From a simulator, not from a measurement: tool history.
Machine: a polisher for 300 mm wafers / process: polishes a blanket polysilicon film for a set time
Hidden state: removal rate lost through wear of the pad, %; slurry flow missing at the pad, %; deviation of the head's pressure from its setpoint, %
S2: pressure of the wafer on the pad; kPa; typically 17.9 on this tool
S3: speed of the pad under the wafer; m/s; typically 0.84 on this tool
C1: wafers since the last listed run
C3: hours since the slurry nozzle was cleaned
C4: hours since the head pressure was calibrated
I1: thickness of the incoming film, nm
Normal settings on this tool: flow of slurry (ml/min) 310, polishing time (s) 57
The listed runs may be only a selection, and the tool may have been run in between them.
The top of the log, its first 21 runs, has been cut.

run 22 hour=288.9 | flow_of_slurry_(ml/min)=310 S2=24.1 S3=0.84 polishing_time_(s)=57 | C1=102 wafers_polished_on_this_pad=792 C3=135.1 C4=89.6 | I1=1112.3 | film_removed_(nm)=521.7
run 23 hour=301.3 | flow_of_slurry_(ml/min)=365 S2=17.9 S3=1.00 polishing_time_(s)=69 | C1=106 wafers_polished_on_this_pad=898 C3=147.5 C4=102.0 | I1=1089.9 | film_removed_(nm)=564.2
run 24 hour=308.6 | flow_of_slurry_(ml/min)=310 S2=17.9 S3=0.84 polishing_time_(s)=57 | C1=62 wafers_polished_on_this_pad=961 C3=154.8 C4=109.3 | I1=1117.9 | film_removed_(nm)=392.8
run 25 hour=322.1 | flow_of_slurry_(ml/min)=310 S2=15.9 S3=0.74 polishing_time_(s)=50 | C1=115 wafers_polished_on_this_pad=1077 C3=168.3 C4=122.8 | I1=1093.9 | film_removed_(nm)=264.7
-- hour=332.3 worn pad replaced by a new one
run 26 hour=335.0 | flow_of_slurry_(ml/min)=310 S2=17.9 S3=0.84 polishing_time_(s)=57 | C1=76 wafers_polished_on_this_pad=23 C3=181.2 C4=135.7 | I1=1082.4 | film_removed_(nm)=389.8
run 27 hour=350.0 | flow_of_slurry_(ml/min)=310 S2=21.4 S3=1.06 polishing_time_(s)=57 | C1=128 wafers_polished_on_this_pad=152 C3=196.2 C4=150.7 | I1=1088.2 | film_removed_(nm)=582.7
run 28 hour=367.0 | flow_of_slurry_(ml/min)=390 S2=13.1 S3=1.10 polishing_time_(s)=37 | C1=145 wafers_polished_on_this_pad=297 C3=213.2 C4=167.7 | I1=1091.0 | film_removed_(nm)=243.3
run 29 hour=376.0 | flow_of_slurry_(ml/min)=310 S2=17.9 S3=0.84 polishing_time_(s)=74 | C1=77 wafers_polished_on_this_pad=375 C3=222.2 C4=176.7 | I1=1082.0 | film_removed_(nm)=500.5
run 30 hour=387.9 | flow_of_slurry_(ml/min)=310 S2=17.9 S3=0.56 polishing_time_(s)=57 | C1=102 wafers_polished_on_this_pad=477 C3=234.1 C4=188.6 | I1=1096.5 | film_removed_(nm)=254.9
run 31 hour=395.7 | flow_of_slurry_(ml/min)=310 S2=13.1 S3=0.68 polishing_time_(s)=57 | C1=66 wafers_polished_on_this_pad=544 C3=241.9 C4=196.4 | I1=1098.8 | film_removed_(nm)=227.4
run 32 hour=404.6 | flow_of_slurry_(ml/min)=310 S2=13.1 S3=0.84 polishing_time_(s)=40 | C1=76 wafers_polished_on_this_pad=620 C3=250.8 C4=205.3 | I1=1112.9 | film_removed_(nm)=198.0
run 33 hour=415.9 | flow_of_slurry_(ml/min)=310 S2=17.9 S3=0.66 polishing_time_(s)=57 | C1=96 wafers_polished_on_this_pad=717 C3=262.1 C4=216.6 | I1=1104.2 | film_removed_(nm)=299.1
run 34 hour=433.7 | flow_of_slurry_(ml/min)=310 S2=17.9 S3=0.84 polishing_time_(s)=57 | C1=152 wafers_polished_on_this_pad=870 C3=279.9 C4=234.4 | I1=1117.4 | film_removed_(nm)=386.4
run 35 hour=443.0 | flow_of_slurry_(ml/min)=270 S2=20.7 S3=0.70 polishing_time_(s)=45 | C1=79 wafers_polished_on_this_pad=950 C3=289.2 C4=243.7 | I1=1113.3 | film_removed_(nm)=286.0
-- hour=444.8 slurry nozzle cleaned
run 36 hour=458.4 | flow_of_slurry_(ml/min)=270 S2=22.8 S3=0.84 polishing_time_(s)=57 | C1=123 wafers_polished_on_this_pad=1073 C3=13.6 C4=259.1 | I1=1102.3 | film_removed_(nm)=478.3

Consider 5 possible next runs. They are alternatives, not a sequence: every one starts from the tool as it was left by run 36. What does each give?
run A hour=458.8 | flow_of_slurry_(ml/min)=200 S2=17.9 S3=0.84 polishing_time_(s)=57 | C1=3 wafers_polished_on_this_pad=1077 C3=14.0 C4=259.5 | I1=1081.9 | film_removed_(nm)=?
run B hour=458.8 | flow_of_slurry_(ml/min)=200 S2=11.7 S3=1.00 polishing_time_(s)=76 | C1=3 wafers_polished_on_this_pad=1077 C3=14.0 C4=259.5 | I1=1081.9 | film_removed_(nm)=?
run C hour=458.8 | flow_of_slurry_(ml/min)=310 S2=20.7 S3=0.84 polishing_time_(s)=57 | C1=3 wafers_polished_on_this_pad=1077 C3=14.0 C4=259.5 | I1=1081.9 | film_removed_(nm)=?
run D hour=458.8 | flow_of_slurry_(ml/min)=365 S2=22.8 S3=1.00 polishing_time_(s)=57 | C1=3 wafers_polished_on_this_pad=1077 C3=14.0 C4=259.5 | I1=1081.9 | film_removed_(nm)=?
run E hour=458.8 | flow_of_slurry_(ml/min)=310 S2=22.1 S3=0.64 polishing_time_(s)=72 | C1=3 wafers_polished_on_this_pad=1077 C3=14.0 C4=259.5 | I1=1081.9 | film_removed_(nm)=?

run=A film_removed_(nm)=371.1
run=B film_removed_(nm)=385.1
run=C film_removed_(nm)=440.3
run=D film_removed_(nm)=582.1
run=E film_removed_(nm)=452.0
The same runs, with their run-to-run variation unchanged, on a tool lacking any hidden condition would have given:
run=A film_removed_(nm)=379.8
run=B film_removed_(nm)=394.2
run=C film_removed_(nm)=450.6
run=D film_removed_(nm)=595.7
run=E film_removed_(nm)=462.6
